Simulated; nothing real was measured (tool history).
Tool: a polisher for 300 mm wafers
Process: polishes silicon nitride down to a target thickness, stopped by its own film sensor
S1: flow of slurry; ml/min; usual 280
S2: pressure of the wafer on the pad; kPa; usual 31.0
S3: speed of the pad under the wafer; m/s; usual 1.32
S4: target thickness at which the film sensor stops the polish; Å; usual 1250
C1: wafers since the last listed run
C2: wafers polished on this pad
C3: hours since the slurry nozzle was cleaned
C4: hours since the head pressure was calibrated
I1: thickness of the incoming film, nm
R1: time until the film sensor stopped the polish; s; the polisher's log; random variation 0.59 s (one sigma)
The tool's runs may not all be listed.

run 1 hour=0.0 | S1=280 S2=31.0 S3=1.32 S4=1250 | C1=0 C2=1701 C3=81.6 C4=768.9 | I1=278.0 | R1=62.2
-- hour=53.3 head pressure recalibrated
run 2 hour=83.9 | S1=280 S2=31.0 S3=1.32 S4=1250 | C1=847 C2=2548 C3=165.5 C4=30.6 | I1=282.8 | R1=64.5
-- hour=157.4 worn pad replaced by a new one
run 3 hour=157.9 | S1=280 S2=31.0 S3=1.54 S4=1250 | C1=724 C2=4 C3=239.5 C4=104.6 | I1=281.3 | R1=54.3
run 4 hour=199.0 | S1=280 S2=31.0 S3=1.32 S4=1250 | C1=425 C2=430 C3=280.6 C4=145.7 | I1=286.0 | R1=63.4
run 5 hour=276.6 | S1=280 S2=31.0 S3=1.32 S4=1250 | C1=803 C2=1233 C3=358.2 C4=223.3 | I1=275.1 | R1=60.2
run 6 hour=327.0 | S1=280 S2=31.0 S3=1.32 S4=1250 | C1=521 C2=1755 C3=408.6 C4=273.7 | I1=279.6 | R1=63.3
run 7 hour=387.0 | S1=335 S2=31.0 S3=1.32 S4=1250 | C1=621 C2=2376 C3=468.6 C4=333.7 | I1=280.8 | R1=64.1
-- hour=443.9 slurry nozzle cleaned
run 8 hour=444.4 | S1=280 S2=31.0 S3=1.16 S4=1250 | C1=583 C2=2960 C3=0.5 C4=391.1 | I1=280.2 | R1=72.6
-- hour=476.5 worn pad replaced by a new one
run 9 hour=520.8 | S1=280 S2=31.0 S3=1.32 S4=1250 | C1=749 C2=458 C3=76.9 C4=467.5 | I1=277.3 | R1=61.3
run 10 hour=612.1 | S1=280 S2=31.0 S3=1.32 S4=1250 | C1=945 C2=1403 C3=168.2 C4=558.8 | I1=278.0 | R1=62.4
run 11 hour=656.9 | S1=280 S2=24.8 S3=1.32 S4=1250 | C1=463 C2=1866 C3=213.0 C4=603.6 | I1=280.3 | R1=77.2
run 12 hour=720.4 | S1=370 S2=31.0 S3=1.32 S4=1250 | C1=657 C2=2524 C3=276.5 C4=667.1 | I1=275.5 | R1=60.3
-- hour=786.0 worn pad replaced by a new one
run 13 hour=796.0 | S1=220 S2=31.0 S3=1.32 S4=1250 | C1=741 C2=103 C3=352.1 C4=742.7 | I1=279.4 | R1=62.8
run 14 hour=841.4 | S1=280 S2=35.9 S3=1.32 S4=1250 | C1=469 C2=573 C3=397.5 C4=788.1 | I1=275.7 | R1=51.2
run 15 hour=885.2 | S1=280 S2=31.0 S3=1.32 S4=1440 | C1=453 C2=1026 C3=441.3 C4=831.9 | I1=283.3 | R1=55.8
-- hour=908.8 head pressure recalibrated
-- hour=981.4 slurry nozzle cleaned
run 16 hour=981.9 | S1=190 S2=31.0 S3=1.32 S4=1250 | C1=969 C2=1996 C3=0.5 C4=73.1 | I1=278.6 | R1=65.6
run 17 hour=1047.8 | S1=280 S2=31.0 S3=1.32 S4=1250 | C1=682 C2=2678 C3=66.4 C4=139.0 | I1=278.2 | R1=62.9
run 18 hour=1088.8 | S1=380 S2=34.5 S3=1.32 S4=1250 | C1=424 C2=3103 C3=107.4 C4=180.0 | I1=281.8 | R1=58.1
-- hour=1099.9 worn pad replaced by a new one
run 19 hour=1228.2 | S1=235 S2=31.0 S3=0.90 S4=1250 | C1=1401 C2=1327 C3=246.8 C4=319.4 | I1=281.5 | R1=88.3
run 20 hour=1306.3 | S1=360 S2=37.2 S3=1.32 S4=1250 | C1=808 C2=2136 C3=324.9 C4=397.5 | I1=281.8 | R1=52.0
run 21 hour=1376.8 | S1=335 S2=39.3 S3=1.48 S4=990 | C1=729 C2=2866 C3=395.4 C4=468.0 | I1=279.4 | R1=53.5
-- hour=1416.4 worn pad replaced by a new one
run 22 hour=1468.1 | S1=280 S2=31.0 S3=1.32 S4=1250 | C1=903 C2=535 C3=486.7 C4=559.3 | I1=281.4 | R1=62.2

How the hidden state differs across the entries between the runs, from the last listed run before each to the first after it:
Between runs 1 and 2: head pressure recalibrated (hour 53.3)
  removal rate lost through wear of the pad, %: 3.03 -> 4.42
  measured less the result without the state, R1: +1.9 -> +2.9 s
Between runs 2 and 3: worn pad replaced by a new one (hour 157.4)
  removal rate lost through wear of the pad, %: 4.42 -> 0.311
  measured less the result without the state, R1: +2.9 -> +0.2 s
Between runs 7 and 8: slurry nozzle cleaned (hour 443.9)
  removal rate lost through wear of the pad, %: 4.11 -> 5.07
  measured less the result without the state, R1: +2.7 -> +3.7 s
Between runs 8 and 9: worn pad replaced by a new one (hour 476.5)
  removal rate lost through wear of the pad, %: 5.07 -> 0.877
  measured less the result without the state, R1: +3.7 -> +0.6 s
Between runs 12 and 13: worn pad replaced by a new one (hour 786.0)
  removal rate lost through wear of the pad, %: 4.19 -> 0.209
  measured less the result without the state, R1: +2.5 -> +0.1 s
Between runs 15 and 16: head pressure recalibrated (hour 908.8); slurry nozzle cleaned (hour 981.4)
  removal rate lost through wear of the pad, %: 1.69 -> 3.3
  measured less the result without the state, R1: +0.9 -> +2.1 s
Between runs 18 and 19: worn pad replaced by a new one (hour 1099.9)
  removal rate lost through wear of the pad, %: 5.07 -> 3.05
  measured less the result without the state, R1: +3.0 -> +2.7 s
Between runs 21 and 22: worn pad replaced by a new one (hour 1416.4)
  removal rate lost through wear of the pad, %: 5.52 -> 0.992
  measured less the result without the state, R1: +2.9 -> +0.6 s
